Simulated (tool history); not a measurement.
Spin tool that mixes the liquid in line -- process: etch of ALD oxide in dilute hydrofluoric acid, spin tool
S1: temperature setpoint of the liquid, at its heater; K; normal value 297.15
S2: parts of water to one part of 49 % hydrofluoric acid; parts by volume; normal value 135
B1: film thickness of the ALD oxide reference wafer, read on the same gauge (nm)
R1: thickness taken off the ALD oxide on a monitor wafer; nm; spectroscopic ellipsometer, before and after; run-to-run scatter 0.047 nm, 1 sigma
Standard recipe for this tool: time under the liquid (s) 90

{"run": 1, "hour": 0.0, "S1": 297.15, "S2": 135, "time under the liquid (s)": 90, "B1": 139.98, "R1": 6.41}
{"run": 2, "hour": 47.4, "S1": 297.15, "S2": 135, "time under the liquid (s)": 90, "B1": 140.01, "R1": 6.51}
{"run": 3, "hour": 81.1, "S1": 297.15, "S2": 135, "time under the liquid (s)": 90, "B1": 139.99, "R1": 6.49}
{"run": 4, "hour": 110.7, "S1": 297.15, "S2": 135, "time under the liquid (s)": 90, "B1": 140.01, "R1": 6.46}
{"run": 5, "hour": 177.8, "S1": 297.15, "S2": 135, "time under the liquid (s)": 90, "B1": 139.97, "R1": 6.49}
{"run": 6, "hour": 207.6, "S1": 297.15, "S2": 135, "time under the liquid (s)": 90, "B1": 139.99, "R1": 6.58}
{"run": 7, "hour": 268.7, "S1": 297.15, "S2": 135, "time under the liquid (s)": 90, "B1": 140, "R1": 6.53}
{"run": 8, "hour": 302.5, "S1": 297.15, "S2": 135, "time under the liquid (s)": 90, "B1": 139.98, "R1": 6.49}
{"run": 9, "hour": 326.6, "S1": 297.15, "S2": 135, "time under the liquid (s)": 110, "B1": 139.99, "R1": 8.09}
{"hour": 373.4, "done": "hydrofluoric acid flow meter replaced"}
{"run": 10, "hour": 536.7, "S1": 294.65, "S2": 135, "time under the liquid (s)": 90, "B1": 139.98, "R1": 6.02}
{"run": 11, "hour": 585.1, "S1": 294.15, "S2": 200, "time under the liquid (s)": 45, "B1": 140.03, "R1": 1.89}
{"hour": 633.9, "done": "thermometer replaced"}
{"run": 12, "hour": 643.1, "S1": 295.15, "S2": 135, "time under the liquid (s)": 140, "B1": 140.01, "R1": 8.88}
{"run": 13, "hour": 686.4, "S1": 294.65, "S2": 110, "time under the liquid (s)": 70, "B1": 140.01, "R1": 5.53}
{"hour": 714.6, "done": "gauge calibrated"}
{"run": 14, "hour": 742.5, "S1": 297.15, "S2": 135, "time under the liquid (s)": 90, "B1": 139.98, "R1": 6.13}
{"hour": 769.3, "done": "hydrofluoric acid flow meter replaced"}
{"run": 15, "hour": 809.9, "S1": 299.65, "S2": 115, "time under the liquid (s)": 70, "B1": 140, "R1": 6.58}
{"run": 16, "hour": 971.5, "S1": 297.15, "S2": 135, "time under the liquid (s)": 90, "B1": 140.01, "R1": 6.27}
{"run": 17, "hour": 1039.9, "S1": 297.15, "S2": 110, "time under the liquid (s)": 60, "B1": 139.99, "R1": 5.29}

Table of differences, measured result less the result of that run with no hidden state. Run-to-run variation is the same in both. Gauge scatter possibly is not:
What the log doesn't record here: liquid hotter than its thermometer reads (K); hydrofluoric acid flow below the setpoint (%); gauge reads high (%).
run=1 R1=+0.2
run=2 R1=+0.21
run=3 R1=+0.21
run=4 R1=+0.21
run=5 R1=+0.22
run=6 R1=+0.22
run=7 R1=+0.22
run=8 R1=+0.22
run=9 R1=+0.28
run=10 R1=+0.38
run=11 R1=+0.11
run=12 R1=-0.19
run=13 R1=-0.1
run=14 R1=-0.12
run=15 R1=+0.04
run=16 R1=+0.05
run=17 R1=+0.06

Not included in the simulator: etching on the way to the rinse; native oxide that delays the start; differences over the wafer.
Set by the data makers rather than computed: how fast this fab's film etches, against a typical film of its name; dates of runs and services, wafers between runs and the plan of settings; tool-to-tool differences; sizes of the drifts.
